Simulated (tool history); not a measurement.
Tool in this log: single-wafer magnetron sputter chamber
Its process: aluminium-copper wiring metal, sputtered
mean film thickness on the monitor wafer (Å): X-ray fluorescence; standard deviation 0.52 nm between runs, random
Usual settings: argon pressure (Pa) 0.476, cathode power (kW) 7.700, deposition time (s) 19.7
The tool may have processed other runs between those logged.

| run | hour | argon pressure (Pa) | cathode power (kW) | deposition time (s) | wafers since the last listed run | wafers on the sputter target | hours since the last manometer calibration | hours since the magnet pack was replaced | hours since the gauge calibration | read-back reference wafer on the same gauge, thickness_nm | mean film thickness on the monitor wafer (Å) |
|---|---|---|---|---|---|---|---|---|---|---|---|
| 1 | 0.0 | 0.476 | 7.700 | 19.7 | 0 | 8836 | 1180.5 | 8304.5 | 2.5 | 223.979 | 2534.08 |
|  | 24.1 | sputter target and shields replaced |
| 2 | 36.7 | 0.476 | 7.700 | 19.7 | 706 | 310 | 1217.2 | 8341.2 | 39.2 | 223.963 | 2571.68 |
| 3 | 96.9 | 0.476 | 7.700 | 19.7 | 1481 | 1792 | 1277.4 | 8401.4 | 99.4 | 224.161 | 2547.92 |
| 4 | 161.3 | 0.476 | 8.850 | 19.7 | 1584 | 3376 | 1341.8 | 8465.8 | 163.8 | 224.237 | 2892.51 |
| 5 | 189.0 | 0.476 | 7.700 | 22.8 | 681 | 4058 | 1369.5 | 8493.5 | 191.5 | 224.114 | 2945.19 |
| 6 | 249.6 | 0.476 | 7.700 | 22.8 | 1491 | 5550 | 1430.1 | 8554.1 | 252.1 | 224.211 | 2940.98 |
| 7 | 308.9 | 0.476 | 7.700 | 22.8 | 1459 | 7009 | 1489.4 | 8613.4 | 311.4 | 224.014 | 2944.22 |
| 8 | 360.9 | 0.476 | 7.700 | 19.7 | 1279 | 8289 | 1541.4 | 8665.4 | 363.4 | 224.152 | 2545.48 |
| 9 | 402.2 | 0.476 | 7.700 | 19.7 | 1016 | 9305 | 1582.7 | 8706.7 | 404.7 | 223.801 | 2533.42 |
|  | 415.8 | sputter target and shields replaced |
| 10 | 442.2 | 0.476 | 7.700 | 19.7 | 787 | 650 | 1622.7 | 8746.7 | 444.7 | 223.943 | 2578.71 |
| 11 | 491.3 | 0.476 | 6.200 | 19.7 | 1208 | 1858 | 1671.8 | 8795.8 | 493.8 | 224.087 | 2106.81 |
|  | 611.9 | capacitance manometer re-zeroed and calibrated |
| 12 | 618.8 | 0.611 | 6.250 | 16.3 | 2940 | 4799 | 6.9 | 8923.3 | 621.3 | 223.942 | 1619.51 |
| 13 | 648.1 | 0.476 | 7.700 | 19.7 | 721 | 5520 | 36.2 | 8952.6 | 650.6 | 224.145 | 2496.36 |
|  | 655.0 | gauge calibrated |
| 14 | 682.5 | 0.620 | 7.700 | 16.4 | 846 | 6367 | 70.6 | 8987.0 | 27.5 | 224.005 | 1970.41 |
| 15 | 721.5 | 0.530 | 9.300 | 17.2 | 959 | 7327 | 109.6 | 9026.0 | 66.5 | 223.894 | 2552.96 |
| 16 | 748.3 | 0.567 | 7.700 | 19.7 | 659 | 7986 | 136.4 | 9052.8 | 93.3 | 223.923 | 2411.68 |
|  | 760.5 | magnet pack replaced |
|  | 763.6 | sputter target and shields replaced |
| 17 | 774.3 | 0.376 | 9.300 | 19.7 | 366 | 263 | 162.4 | 13.8 | 119.3 | 223.964 | 3157.05 |
| 18 | 943.7 | 0.556 | 7.700 | 19.7 | 4168 | 4432 | 331.8 | 183.2 | 288.7 | 223.845 | 2440.90 |
| 19 | 996.5 | 0.303 | 7.700 | 22.0 | 1299 | 5731 | 384.6 | 236.0 | 341.5 | 224.065 | 2984.01 |
| 20 | 1044.7 | 0.476 | 7.700 | 22.8 | 1186 | 6917 | 432.8 | 284.2 | 389.7 | 223.985 | 2905.37 |
| 21 | 1080.8 | 0.476 | 7.700 | 22.1 | 888 | 7806 | 468.9 | 320.3 | 425.8 | 224.093 | 2816.51 |
|  | 1115.4 | sputter target and shields replaced |
| 22 | 1135.1 | 0.566 | 6.950 | 21.5 | 1139 | 484 | 523.2 | 374.6 | 480.1 | 223.889 | 2432.68 |
| 23 | 1200.1 | 0.476 | 6.500 | 19.7 | 1599 | 2084 | 588.2 | 439.6 | 545.1 | 223.892 | 2157.88 |

Here are 4 independent what-if runs from the current tool condition. What would each one return?
| A | 1200.5 | 0.476 | 8.350 | 19.7 | 9 | 2094 | 588.6 | 440.0 | 545.5 | ? | ? |
| B | 1200.5 | 0.603 | 6.600 | 22.8 | 9 | 2094 | 588.6 | 440.0 | 545.5 | ? | ? |
| C | 1200.5 | 0.476 | 7.700 | 16.1 | 9 | 2094 | 588.6 | 440.0 | 545.5 | ? | ? |
| D | 1200.5 | 0.666 | 8.400 | 16.5 | 9 | 2094 | 588.6 | 440.0 | 545.5 | ? | ? |

| run | read-back reference wafer on the same gauge, thickness_nm | mean film thickness on the monitor wafer (Å) |
|---|---|---|
| A | 224.008 | 2734.11 |
| B | 224.008 | 2430.42 |
| C | 224.008 | 2071.35 |
| D | 224.008 | 2153.45 |
The same runs, with their run-to-run variation unchanged, on a tool lacking any hidden condition would have given:
| run | mean film thickness on the monitor wafer (Å) |
|---|---|
| A | 2749.99 |
| B | 2441.76 |
| C | 2083.37 |
| D | 2162.32 |
